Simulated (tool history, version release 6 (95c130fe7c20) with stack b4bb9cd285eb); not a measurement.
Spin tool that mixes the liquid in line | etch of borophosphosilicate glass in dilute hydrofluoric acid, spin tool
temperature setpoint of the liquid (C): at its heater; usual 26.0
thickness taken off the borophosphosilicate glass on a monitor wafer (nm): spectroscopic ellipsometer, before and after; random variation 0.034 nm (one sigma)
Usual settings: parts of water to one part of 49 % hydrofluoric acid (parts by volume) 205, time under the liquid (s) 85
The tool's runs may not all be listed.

| run | hour | temperature setpoint of the liquid (C) | parts of water to one part of 49 % hydrofluoric acid (parts by volume) | time under the liquid (s) | read-back film thickness of the borophosphosilicate glass reference wafer, read on the same gauge (nm) | thickness taken off the borophosphosilicate glass on a monitor wafer (nm) |
|---|---|---|---|---|---|---|
| 1 | 0.0 | 26.0 | 205 | 85 | 60.01 | 11.30 |
| 2 | 7.7 | 26.0 | 205 | 85 | 59.98 | 11.35 |
| 3 | 21.3 | 26.0 | 205 | 85 | 60.00 | 11.35 |
| 4 | 32.8 | 26.0 | 205 | 85 | 60.01 | 11.36 |
| 5 | 46.4 | 26.0 | 205 | 85 | 60.00 | 11.42 |
| 6 | 76.7 | 26.0 | 205 | 85 | 60.00 | 11.39 |
|  | 81.3 | gauge calibrated |
| 7 | 86.0 | 26.0 | 180 | 85 | 60.00 | 13.41 |
| 8 | 94.8 | 26.0 | 180 | 85 | 60.00 | 13.43 |
| 9 | 105.8 | 26.0 | 180 | 85 | 60.00 | 13.43 |
| 10 | 114.0 | 27.5 | 205 | 115 | 60.00 | 16.21 |
| 11 | 121.0 | 27.5 | 205 | 115 | 60.00 | 16.24 |
|  | 122.0 | thermometer replaced |
| 12 | 136.5 | 27.5 | 205 | 115 | 60.01 | 15.76 |
| 13 | 147.9 | 26.0 | 305 | 50 | 60.01 | 3.92 |
| 14 | 161.4 | 28.5 | 110 | 105 | 60.00 | 31.30 |
| 15 | 168.0 | 24.5 | 205 | 60 | 60.00 | 7.35 |
| 16 | 178.6 | 26.0 | 175 | 120 | 60.00 | 19.00 |
|  | 182.2 | hydrofluoric acid flow meter replaced |
| 17 | 185.9 | 30.5 | 285 | 85 | 59.98 | 8.43 |
| 18 | 199.4 | 24.5 | 205 | 60 | 59.99 | 7.41 |
| 19 | 214.0 | 26.0 | 205 | 35 | 60.01 | 4.54 |
| 20 | 231.6 | 23.5 | 205 | 120 | 60.01 | 14.35 |
| 21 | 238.3 | 23.5 | 205 | 120 | 60.00 | 14.28 |
| 22 | 245.8 | 26.0 | 205 | 60 | 60.02 | 7.82 |
| 23 | 252.0 | 21.5 | 275 | 85 | 59.98 | 6.58 |
| 24 | 267.2 | 26.0 | 250 | 85 | 60.00 | 8.71 |

3 ways to go on from here, each from the tool as it stands after run 24. What would each give?
| A | 267.6 | 26.0 | 205 | 85 | ? | ? |
| B | 267.6 | 26.0 | 265 | 85 | ? | ? |
| C | 267.6 | 27.5 | 285 | 125 | ? | ? |

| run | read-back film thickness of the borophosphosilicate glass reference wafer, read on the same gauge (nm) | thickness taken off the borophosphosilicate glass on a monitor wafer (nm) |
|---|---|---|
| A | 59.97 | 11.12 |
| B | 59.97 | 8.06 |
| C | 59.97 | 11.35 |
Without the tool's hidden state the same runs would have given:
| run | thickness taken off the borophosphosilicate glass on a monitor wafer (nm) |
|---|---|
| A | 10.94 |
| B | 7.93 |
| C | 11.17 |

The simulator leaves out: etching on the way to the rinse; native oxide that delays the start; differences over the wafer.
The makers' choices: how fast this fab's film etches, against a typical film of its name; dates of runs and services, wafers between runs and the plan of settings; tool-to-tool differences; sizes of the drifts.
